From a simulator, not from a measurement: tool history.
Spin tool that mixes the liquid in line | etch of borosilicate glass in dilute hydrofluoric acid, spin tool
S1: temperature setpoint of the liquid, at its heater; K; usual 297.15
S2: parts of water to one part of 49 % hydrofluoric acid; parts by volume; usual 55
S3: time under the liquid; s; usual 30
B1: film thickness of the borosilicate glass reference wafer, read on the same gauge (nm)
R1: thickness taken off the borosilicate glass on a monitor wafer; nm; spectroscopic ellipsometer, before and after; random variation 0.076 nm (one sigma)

run,hour,S1,S2,S3,B1,R1
1,0,297.15,55,45,129.99,24.4
2,102.2,294.15,55,30,130,14.5
3,201.3,297.15,55,30,130.01,16.42
4,250.2,297.15,55,30,130.02,16.25
5,315.8,297.15,55,30,129.99,16.41
6,403,297.15,55,30,130.01,16.27
7,476.7,297.15,55,30,130.02,16.19
8,550.5,297.15,55,30,130.01,16.22
9,592.2,297.15,55,30,130,16.27
10,670.3,297.15,65,30,130.01,13.56
11,732.2,297.15,65,30,130.01,13.48
12,792.2,297.15,55,30,130.01,16.08
# hour 912.4: thermometer replaced
# hour 924: gauge calibrated
13,1006.9,297.15,55,15,130.03,8.11
14,1055.4,297.15,55,15,129.98,8.15
15,1144.8,297.15,55,30,130.02,16.23
16,1192.1,297.15,55,30,130,16.26
17,1233.9,300.65,55,50,130,31.01
18,1275.7,297.15,55,20,130,10.81
19,1365.5,294.65,30,40,129.99,36.78
20,1401.9,297.15,55,30,130.01,16.08
21,1475.9,292.15,80,20,130.01,5.84
22,1582,297.15,55,30,129.99,16.18
23,1748.9,297.15,55,30,130,15.96
# hour 1756.7: hydrofluoric acid flow meter replaced
24,1809.4,297.15,55,50,130.03,27.17
25,1894,299.65,40,30,130,25.41
26,1983.9,293.65,75,40,130,13.5
27,2080,297.15,55,30,129.99,16.38
28,2168,301.15,55,45,130.01,28.76
29,2242,294.65,40,15,130.01,10.36
30,2321.3,297.15,55,15,130.01,8.25
31,2423.5,301.65,40,20,130.02,18.34
32,2533.6,298.65,65,30,129.99,14.6
33,2619.9,297.15,55,30,130.01,16.27
# hour 2696.5: gauge calibrated
34,2719.5,300.65,45,30,130,23.18

Forecast each of these 3 alternatives for the next run:
A,2719.9,297.15,55,30,?,?
B,2719.9,299.15,55,30,?,?
C,2719.9,293.65,55,30,?,?

run,B1,R1
A,130.01,16.3
B,130.01,17.68
C,130.01,14.1
Without the tool's hidden state the same runs would have given:
run,R1
A,16.51
B,17.91
C,14.28

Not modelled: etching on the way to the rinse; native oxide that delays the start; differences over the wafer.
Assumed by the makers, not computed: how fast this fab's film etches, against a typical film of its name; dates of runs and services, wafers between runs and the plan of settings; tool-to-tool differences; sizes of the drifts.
